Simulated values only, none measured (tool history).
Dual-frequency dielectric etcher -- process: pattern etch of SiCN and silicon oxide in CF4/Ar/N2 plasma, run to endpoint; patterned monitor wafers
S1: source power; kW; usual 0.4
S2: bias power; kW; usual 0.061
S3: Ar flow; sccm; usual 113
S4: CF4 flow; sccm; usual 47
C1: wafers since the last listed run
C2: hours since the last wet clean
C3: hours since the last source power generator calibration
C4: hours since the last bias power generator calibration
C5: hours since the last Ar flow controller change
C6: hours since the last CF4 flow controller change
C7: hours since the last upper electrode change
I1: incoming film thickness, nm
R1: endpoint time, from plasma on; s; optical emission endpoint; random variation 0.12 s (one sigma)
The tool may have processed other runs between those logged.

run 1 day=0 | S1=0.4 S2=0.061 S3=113 S4=47 | C1=0 C2=210.1 C3=3920.7 C4=3765.5 C5=2979.1 C6=1995.4 C7=5197 | I1=17.34 | R1=28.7
run 2 day=0.658 | S1=0.4 S2=0.061 S3=113 S4=47 | C1=176 C2=225.9 C3=3936.5 C4=3781.3 C5=2994.9 C6=2011.2 C7=5212.8 | I1=17.36 | R1=28.9
run 3 day=2.083 | S1=0.33 S2=0.061 S3=113 S4=47 | C1=382 C2=260.1 C3=3970.7 C4=3815.5 C5=3029.1 C6=2045.4 C7=5247 | I1=17.36 | R1=33
run 4 day=2.904 | S1=0.33 S2=0.061 S3=113 S4=47 | C1=220 C2=279.8 C3=3990.4 C4=3835.2 C5=3048.8 C6=2065.1 C7=5266.7 | I1=17.27 | R1=32.9
run 5 day=3.754 | S1=0.47 S2=0.061 S3=113 S4=47 | C1=228 C2=300.2 C3=4010.8 C4=3855.6 C5=3069.2 C6=2085.5 C7=5287.1 | I1=17.32 | R1=25.7
run 6 day=5.233 | S1=0.44 S2=0.061 S3=113 S4=47 | C1=396 C2=335.7 C3=4046.3 C4=3891.1 C5=3104.7 C6=2121 C7=5322.6 | I1=17.34 | R1=26.9
-- day=6.404 Ar flow controller replaced
run 7 day=6.546 | S1=0.4 S2=0.061 S3=113 S4=47 | C1=285 C2=367.2 C3=4077.8 C4=3922.6 C5=3.4 C6=2152.5 C7=5354.1 | I1=17.41 | R1=29.2
run 8 day=7.825 | S1=0.4 S2=0.061 S3=113 S4=47 | C1=343 C2=397.9 C3=4108.5 C4=3953.3 C5=34.1 C6=2183.2 C7=5384.8 | I1=17.56 | R1=29.4
-- day=8.942 upper electrode replaced
run 9 day=9.054 | S1=0.4 S2=0.07 S3=113 S4=47 | C1=61 C2=427.4 C3=4138 C4=3982.8 C5=63.6 C6=2212.7 C7=2.7 | I1=17.23 | R1=27.7
-- day=10.088 CF4 flow controller replaced
-- day=10.321 wet clean of the chamber
-- day=10.596 bias power generator calibrated
run 10 day=10.617 | S1=0.4 S2=0.061 S3=113 S4=47 | C1=245 C2=7.1 C3=4175.5 C4=0.5 C5=101.1 C6=12.7 C7=40.2 | I1=17.29 | R1=28.4
run 11 day=11.583 | S1=0.44 S2=0.047 S3=113 S4=39 | C1=259 C2=30.3 C3=4198.7 C4=23.7 C5=124.3 C6=35.9 C7=63.4 | I1=17.3 | R1=29.9
-- day=15.117 source power generator calibrated
run 12 day=15.138 | S1=0.44 S2=0.047 S3=113 S4=39 | C1=909 C2=115.6 C3=0.5 C4=109 C5=209.6 C6=121.2 C7=148.7 | I1=17.38 | R1=30.1
run 13 day=15.979 | S1=0.43 S2=0.061 S3=113 S4=47 | C1=225 C2=135.8 C3=20.7 C4=129.2 C5=229.8 C6=141.4 C7=168.9 | I1=17.48 | R1=27.4
run 14 day=17.392 | S1=0.4 S2=0.07 S3=113 S4=47 | C1=379 C2=169.7 C3=54.6 C4=163.1 C5=263.7 C6=175.3 C7=202.8 | I1=17.45 | R1=27.4
run 15 day=18.846 | S1=0.37 S2=0.061 S3=139 S4=47 | C1=390 C2=204.6 C3=89.5 C4=198 C5=298.6 C6=210.2 C7=237.7 | I1=17.2 | R1=30.8
run 16 day=20.033 | S1=0.4 S2=0.061 S3=132 S4=47 | C1=318 C2=233.1 C3=118 C4=226.5 C5=327.1 C6=238.7 C7=266.2 | I1=17.56 | R1=29.7

4 ways to go on from here, each from the tool as it stands after run 16. What would each give?
run A day=20.05 | S1=0.4 S2=0.061 S3=134 S4=47 | C1=4 C2=233.5 C3=118.4 C4=226.9 C5=327.5 C6=239.1 C7=266.6 | I1=17.31 | R1=?
run B day=20.05 | S1=0.4 S2=0.061 S3=113 S4=41 | C1=4 C2=233.5 C3=118.4 C4=226.9 C5=327.5 C6=239.1 C7=266.6 | I1=17.31 | R1=?
run C day=20.05 | S1=0.34 S2=0.061 S3=113 S4=47 | C1=4 C2=233.5 C3=118.4 C4=226.9 C5=327.5 C6=239.1 C7=266.6 | I1=17.31 | R1=?
run D day=20.05 | S1=0.37 S2=0.061 S3=121 S4=41 | C1=4 C2=233.5 C3=118.4 C4=226.9 C5=327.5 C6=239.1 C7=266.6 | I1=17.31 | R1=?

run=A R1=29.3
run=B R1=29.5
run=C R1=32.2
run=D R1=31.5
The same runs, with their run-to-run variation unchanged, on a tool lacking any hidden condition would have given:
run=A R1=29
run=B R1=29.3
run=C R1=31.9
run=D R1=31.2
